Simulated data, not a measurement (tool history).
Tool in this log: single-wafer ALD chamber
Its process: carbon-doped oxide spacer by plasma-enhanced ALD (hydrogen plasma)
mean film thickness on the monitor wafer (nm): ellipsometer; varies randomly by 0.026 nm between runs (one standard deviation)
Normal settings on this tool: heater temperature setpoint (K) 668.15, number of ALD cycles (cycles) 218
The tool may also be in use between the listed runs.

run	hour	heater temperature setpoint (K)	number of ALD cycles (cycles)	wafers since the last listed run	hours since the last thermocouple change	hours since the gauge calibration	read-back reference wafer on the same gauge, thickness_nm	mean film thickness on the monitor wafer (nm)
1	0.0	668.15	218	0	1201.0	306.8	11.647	10.609
2	38.3	668.15	218	61	1239.3	345.1	11.655	10.650
3	72.8	668.15	218	55	1273.8	379.6	11.660	10.643
4	99.3	668.15	218	42	1300.3	406.1	11.661	10.678
5	169.1	668.15	218	111	1370.1	475.9	11.668	10.641
6	225.0	668.15	218	89	1426.0	531.8	11.701	10.720
7	292.2	679.15	218	107	1493.2	599.0	11.706	10.479
8	355.4	679.15	218	101	1556.4	662.2	11.703	10.502
9	399.2	679.15	218	70	1600.2	706.0	11.719	10.470
10	441.0	668.15	218	66	1642.0	747.8	11.720	10.718
11	496.9	668.15	218	89	1697.9	803.7	11.730	10.702
12	531.0	668.15	218	54	1732.0	837.8	11.732	10.714
13	602.5	678.15	218	114	1803.5	909.3	11.750	10.555
14	669.4	668.15	218	106	1870.4	976.2	11.773	10.674
15	706.7	668.15	218	59	1907.7	1013.5	11.757	10.767
16	759.7	668.15	218	84	1960.7	1066.5	11.780	10.727
17	796.1	668.15	218	58	1997.1	1102.9	11.782	10.731
18	849.4	668.15	188	85	2050.4	1156.2	11.787	9.319
19	902.6	668.15	218	85	2103.6	1209.4	11.794	10.700
20	963.1	661.15	218	96	2164.1	1269.9	11.803	10.740
# hour 1155.5: thermocouple changed; heater temperature recalibrated
21	1169.3	678.15	230	316	13.8	1476.1	11.841	11.203
22	1196.7	676.15	206	43	41.2	1503.5	11.843	10.103
23	1230.7	681.15	243	54	75.2	1537.5	11.849	11.751
24	1265.1	668.15	218	55	109.6	1571.9	11.849	10.810
25	1312.0	657.15	185	74	156.5	1618.8	11.856	9.227
26	1370.4	653.15	261	93	214.9	1677.2	11.872	12.987
27	1436.9	657.15	218	106	281.4	1743.7	11.879	10.835
28	1479.7	664.15	218	68	324.2	1786.5	11.893	10.854
29	1517.6	654.15	238	60	362.1	1824.4	11.905	11.852
30	1582.4	668.15	218	103	426.9	1889.2	11.897	10.876
31	1642.3	668.15	188	95	486.8	1949.1	11.917	9.422
# hour 1678.4: gauge calibrated
32	1697.3	668.15	218	87	541.8	18.9	11.599	10.574
33	1723.0	668.15	218	41	567.5	44.6	11.599	10.622
34	1892.8	679.15	246	271	737.3	214.4	11.651	11.770
35	1927.3	668.15	218	55	771.8	248.9	11.646	10.614
36	1976.7	668.15	218	78	821.2	298.3	11.650	10.666
37	2030.5	664.15	259	86	875.0	352.1	11.658	12.666
38	2081.4	662.15	206	81	925.9	403.0	11.680	10.088
39	2132.9	668.15	218	82	977.4	454.5	11.672	10.643

State the hidden condition of the tool at each of the runs:
wafer temperature above the value expected at the setpoint (K): 0 on each run
H1: gauge reads high (%)
run	H1
1	0.41
2	0.465
3	0.514
4	0.552
5	0.652
6	0.732
7	0.828
8	0.919
9	0.981
10	1.04
11	1.12
12	1.17
13	1.27
14	1.37
15	1.42
16	1.5
17	1.55
18	1.63
19	1.7
20	1.79
21	2.08
22	2.12
23	2.17
24	2.22
25	2.29
26	2.37
27	2.47
28	2.53
29	2.58
30	2.67
31	2.76
32	0.0509
33	0.0877
34	0.331
35	0.38
36	0.451
37	0.528
38	0.6
39	0.674
